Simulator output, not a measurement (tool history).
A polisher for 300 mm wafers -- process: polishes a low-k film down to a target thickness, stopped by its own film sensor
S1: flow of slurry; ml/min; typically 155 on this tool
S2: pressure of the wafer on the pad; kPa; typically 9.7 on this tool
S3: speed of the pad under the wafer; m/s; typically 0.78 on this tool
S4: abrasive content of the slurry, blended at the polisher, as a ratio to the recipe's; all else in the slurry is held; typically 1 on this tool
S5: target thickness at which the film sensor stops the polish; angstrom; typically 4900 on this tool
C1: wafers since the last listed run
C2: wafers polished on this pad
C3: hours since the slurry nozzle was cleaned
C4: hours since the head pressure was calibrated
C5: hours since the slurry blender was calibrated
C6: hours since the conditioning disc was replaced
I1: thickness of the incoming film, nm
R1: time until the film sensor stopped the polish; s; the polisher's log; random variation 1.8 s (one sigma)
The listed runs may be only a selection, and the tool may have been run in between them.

run   hour   S1    S2    S3    S4    S5   C1   C2     C3     C4     C5     C6     I1     R1
  1      0  180   9.7  0.96     1  4900    0  145  295.6  260.9  370.7  407.2  518.9  146.6
  2     20  180   9.7  0.96     1  4900  126  271  315.6  280.9  390.7  427.2  512.3  114.3
  3   39.8  180   9.7  0.96     1  4900  125  397  335.4  300.7  410.5    447  522.8  170.3
  4   69.1  170   9.7  0.78     1  4900  185  583  364.7    330  439.8  476.3  508.4  113.9
  5   91.7  155   9.7  0.58     1  4850  143  727  387.3  352.6  462.4  498.9  528.1  337.3
     110.8  -- worn pad replaced by a new one
  6  118.6  155   9.7  0.58     1  4850  145   49  414.2  379.5  489.3  525.8  525.3  317.3
  7  150.3  155   9.7  0.58     1  4850  201  250  445.9  411.2    521  557.5  527.6  346.6
     156.5  -- conditioning disc replaced and pad reconditioned
     159.1  -- slurry blender recalibrated
  8    163  155   9.7  0.78     1  4900   55  306  458.6  423.9    3.9    6.5  521.1  158.1
  9  181.5  155   9.7  0.78     1  4900  117  423  477.1  442.4   22.4     25  525.7    184
     191.4  -- slurry nozzle cleaned
 10  210.6  110   9.7  0.78     1  4900  178  601   19.2  471.5   51.5   54.1  511.4  123.7
 11  240.9  155  12.4     1  1.25  4960  192  794   49.5  501.8   81.8   84.4    526   97.3
     244.2  -- head pressure recalibrated
     247.4  -- worn pad replaced by a new one
 12  261.4  155   9.7  0.78     1  4900   96   88     70   17.2  102.3  104.9  527.1  203.6
 13  290.1  110   9.7  0.78   1.3  4900  182  270   98.7   45.9    131  133.6  517.8  143.7
 14  313.8  200   9.7  0.78     1  4900  150  421  122.4   69.6  154.7  157.3  519.1  152.8
 15  332.3  155   9.7  0.78     1  4960  117  538  140.9   88.1  173.2  175.8  519.9  132.3

Results per run with the tool's hidden condition removed, run-to-run variation unchanged:
The tool's hidden condition here consists of: removal rate lost through wear of the pad, %; slurry flow missing at the pad, %; deviation of the head's pressure from its setpoint, %; abrasive missing from the slurry, %; time polished since the conditioner stopped cutting, s.
run     R1
  1  120.8
  2   93.3
  3  137.6
  4   92.2
  5  274.7
  6  254.2
  7  271.6
  8  155.9
  9  179.5
 10  118.9
 11   90.3
 12  191.2
 13  133.7
 14  140.7
 15  121.1
